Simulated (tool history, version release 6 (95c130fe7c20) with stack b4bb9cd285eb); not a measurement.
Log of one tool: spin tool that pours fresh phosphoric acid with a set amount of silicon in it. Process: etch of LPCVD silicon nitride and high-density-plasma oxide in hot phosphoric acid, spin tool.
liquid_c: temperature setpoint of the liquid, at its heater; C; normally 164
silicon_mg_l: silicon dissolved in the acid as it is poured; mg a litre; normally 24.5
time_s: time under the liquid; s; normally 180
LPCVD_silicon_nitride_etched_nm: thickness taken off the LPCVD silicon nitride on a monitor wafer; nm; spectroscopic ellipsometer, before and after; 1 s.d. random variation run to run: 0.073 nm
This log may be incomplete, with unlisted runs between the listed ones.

run,hour,liquid_c,silicon_mg_l,time_s,"read-back film thickness of the LPCVD silicon nitride reference wafer, read on the same gauge (nm)",LPCVD_silicon_nitride_etched_nm
1,0,164,11.5,180,90.02,13.98
2,23.5,164,11.5,180,90,14.03
3,56.1,164,11.5,180,89.98,14.04
4,73.8,164,24.5,180,90.02,13.95
5,93.5,164,24.5,180,90,13.96
6,125.7,164,24.5,180,90.03,13.89
# hour 157.7: heated supply line repaired
7,158.8,164,24.5,180,90,15.89
8,191.4,164,24.5,180,90.01,16.02
9,224.2,164,20,130,90.01,11.44
# hour 233.3: thermometer replaced
10,252.1,164,20,130,90.01,11.61
11,271.9,161,12.5,180,89.96,14.38
12,284.6,164,10,180,89.97,15.84
13,297.3,164,20,130,89.98,11.5
# hour 297.6: gauge calibrated
# hour 317: dissolved silicon flow meter replaced
14,318,163,34,215,89.97,18.38
15,336.8,165.5,42,180,90.03,16.65
16,369.6,161,35,235,89.97,18.82
17,397,164,24.5,180,89.99,15.83
18,415.6,163,40.5,180,90.02,15.15
19,450.1,164,24.5,180,89.99,15.71
20,481.6,166.5,31.5,285,89.97,27.2
21,496.7,164,24.5,180,89.98,15.7

Hidden state, per run?
liquid hotter than its thermometer reads (K): 0 at every run
dissolved silicon flow below the setpoint (%): 0 at every run
gauge reads high (%): 0 at every run
H1: temperature lost on the way to the wafer (K)
run,H1
1,4.52
2,4.55
3,4.59
4,4.61
5,4.64
6,4.68
7,0.568
8,0.609
9,0.651
10,0.686
11,0.711
12,0.727
13,0.744
14,0.77
15,0.794
16,0.835
17,0.87
18,0.893
19,0.937
20,0.977
21,0.996
